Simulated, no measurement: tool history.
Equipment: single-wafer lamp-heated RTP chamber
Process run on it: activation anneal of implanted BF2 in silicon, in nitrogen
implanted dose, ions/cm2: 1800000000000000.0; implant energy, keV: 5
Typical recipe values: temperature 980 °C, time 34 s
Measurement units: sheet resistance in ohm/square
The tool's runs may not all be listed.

run   hour  temperature  time  read-back reference wafer on the same gauge, sheet resistance  sheet resistance
  1      0          972    34                                                         323.86            333.71
  2   76.9          972    34                                                          323.7            334.25
  3     96          972    34                                                         323.88            334.42
  4  117.5          980    34                                                         323.98            295.88
  5  150.1          980    34                                                            324            295.88
  6  177.2          980    39                                                         324.47            281.37
  7  199.8          980    34                                                         324.11            293.07
     223.7  -- gauge calibrated
  8  224.7          980    34                                                         324.32            294.48
     239.9  -- pyrometer window cleaned and pyrometer calibrated
     257.6  -- reflector plate cleaned
  9  258.4          980    34                                                         323.71            299.17
 10  272.6          980    34                                                          324.1            298.51
 11  286.7          980    34                                                         324.03            298.78
 12  301.9          980    34                                                         324.04            299.22
 13  320.3         1007    41                                                         324.06            190.61
 14  342.7          980    48                                                         323.84            263.43
 15    373          980    34                                                         324.05            298.58
 16  402.5          950    51                                                         323.72            400.14
 17  424.5          965    26                                                         323.43            397.49
 18  438.9          990    20                                                         323.83            309.73
 19  469.5         1000    41                                                         323.62            207.98
 20  505.2          980    34                                                         324.29            295.12
 21  518.7          980    34                                                         324.22            296.66
 22  550.2          980    34                                                         323.52            293.94
     567.1  -- pyrometer window cleaned and pyrometer calibrated
 23  569.2          967    20                                                         324.29            414.36
 24  604.9         1006    50                                                         323.46            178.79

Subtracting, for every run, the result it would have given without the tool's unlogged condition from the measured result gives the following. The same run-to-run variation enters both numbers; the gauge's scatter may not:
Unlogged tool condition in this case: true wafer temperature minus pyrometer reading, K; wafer temperature error from the tarnished reflector plate, K; gauge reads high (%).
run  sheet resistance
  1             -0.82
  2             -2.12
  3             -2.54
  4             -2.78
  5             -3.59
  6             -4.23
  7             -4.99
  8             -5.84
  9             -0.75
 10             -0.77
 11              -0.8
 12             -0.85
 13             -0.54
 14             -1.04
 15             -1.43
 16             -2.33
 17             -2.58
 18             -2.34
 19                -2
 20             -3.82
 21             -4.18
 22             -5.03
 23             -6.71
 24             -3.36

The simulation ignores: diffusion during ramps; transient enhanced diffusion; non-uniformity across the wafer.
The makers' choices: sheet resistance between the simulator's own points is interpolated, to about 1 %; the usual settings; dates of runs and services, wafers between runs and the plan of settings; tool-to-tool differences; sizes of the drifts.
